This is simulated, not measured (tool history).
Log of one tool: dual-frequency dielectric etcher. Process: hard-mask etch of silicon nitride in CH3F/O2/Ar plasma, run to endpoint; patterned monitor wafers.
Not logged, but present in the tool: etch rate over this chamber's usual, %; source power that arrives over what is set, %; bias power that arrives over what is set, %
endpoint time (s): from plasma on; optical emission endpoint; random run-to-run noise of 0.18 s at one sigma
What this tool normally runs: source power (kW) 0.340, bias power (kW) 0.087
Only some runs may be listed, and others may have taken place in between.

run,hour,source power (kW),bias power (kW),wafers since the last listed run,hours since the last wet clean,hours since the last source power generator calibration,hours since the last bias power generator calibration,hours since the last upper electrode change,"incoming incoming film thickness, nm",endpoint time (s)
1,0.0,0.310,0.087,0,104.3,2908.6,1831.3,5310.7,35.66,54.7
2,33.4,0.340,0.087,286,137.7,2942.0,1864.7,5344.1,35.70,53.8
3,50.3,0.310,0.092,145,154.6,2958.9,1881.6,5361.0,35.43,53.6
4,85.0,0.310,0.092,297,189.3,2993.6,1916.3,5395.7,35.72,53.8
5,105.8,0.310,0.092,178,210.1,3014.4,1937.1,5416.5,35.30,53.5
6,136.4,0.340,0.087,262,240.7,3045.0,1967.7,5447.1,35.30,53.2
7,168.5,0.290,0.087,275,272.8,3077.1,1999.8,5479.2,35.43,55.8
8,195.6,0.290,0.087,232,299.9,3104.2,2026.9,5506.3,35.21,55.5
9,213.8,0.290,0.087,156,318.1,3122.4,2045.1,5524.5,35.22,55.9
10,239.1,0.340,0.087,217,343.4,3147.7,2070.4,5549.8,35.82,54.5
11,275.1,0.340,0.087,308,379.4,3183.7,2106.4,5585.8,35.50,54.0
12,291.2,0.340,0.087,138,395.5,3199.8,2122.5,5601.9,35.85,55.0
# hour 327.3: source power generator calibrated
# hour 331.5: wet clean of the chamber
13,345.5,0.340,0.087,396,14.0,18.2,2176.8,5656.2,35.36,55.6
14,412.0,0.340,0.087,570,80.5,84.7,2243.3,5722.7,35.88,56.6
# hour 438.8: bias power generator calibrated
15,446.3,0.340,0.087,259,114.8,119.0,7.5,5757.0,35.34,56.2
16,467.8,0.410,0.097,184,136.3,140.5,29.0,5778.5,35.48,51.5
# hour 503.7: wet clean of the chamber, repeated, since the last time left the tool worse
17,504.2,0.260,0.072,106,0.5,176.9,65.4,5814.9,35.40,60.3
18,508.9,0.270,0.087,40,5.2,181.6,70.1,5819.6,35.45,55.4
19,542.8,0.380,0.107,290,39.1,215.5,104.0,5853.5,35.52,46.9
20,560.2,0.340,0.087,149,56.5,232.9,121.4,5870.9,35.32,52.2
# hour 595.3: upper electrode replaced
21,595.8,0.340,0.087,99,92.1,268.5,157.0,0.5,35.39,52.4
22,606.8,0.290,0.080,94,103.1,279.5,168.0,11.5,35.25,56.6
23,642.4,0.400,0.087,305,138.7,315.1,203.6,47.1,35.79,51.0
24,669.9,0.260,0.109,235,166.2,342.6,231.1,74.6,35.32,51.7
25,694.7,0.420,0.095,212,191.0,367.4,255.9,99.4,35.33,48.3
26,722.2,0.290,0.107,235,218.5,394.9,283.4,126.9,35.45,51.0
27,739.7,0.310,0.066,150,236.0,412.4,300.9,144.4,35.32,60.4
28,797.7,0.270,0.073,497,294.0,470.4,358.9,202.4,35.32,60.3
29,810.9,0.340,0.100,113,307.2,483.6,372.1,215.6,35.55,50.9
30,836.9,0.340,0.087,223,333.2,509.6,398.1,241.6,35.61,53.6
31,857.4,0.340,0.087,175,353.7,530.1,418.6,262.1,35.53,53.8

Hidden state or all else? Some run-to-run changes of endpoint time (s), split into what the settings, what came in and random variation would give without the hidden state, and what is left for the hidden state (with any gauge scatter that isn't in both results):
Run 6 -> 7: source power (kW) 0.340 -> 0.290. endpoint time (s) +2.6: hidden state +0.3, all else +2.3.
Run 12 -> 13: source power generator calibrated, wet clean of the chamber. endpoint time (s) +0.6: hidden state +1.4, all else -0.8.
Run 16 -> 17: source power (kW) 0.410 -> 0.260, bias power (kW) 0.097 -> 0.072, wet clean of the chamber, repeated, since the last time left the tool worse. endpoint time (s) +8.8: hidden state -3.6, all else +12.4.
Run 26 -> 27: source power (kW) 0.290 -> 0.310, bias power (kW) 0.107 -> 0.066. endpoint time (s) +9.4: hidden state +0.3, all else +9.1.
Run 28 -> 29: source power (kW) 0.270 -> 0.340, bias power (kW) 0.073 -> 0.100. endpoint time (s) -9.4: hidden state -0.1, all else -9.3.
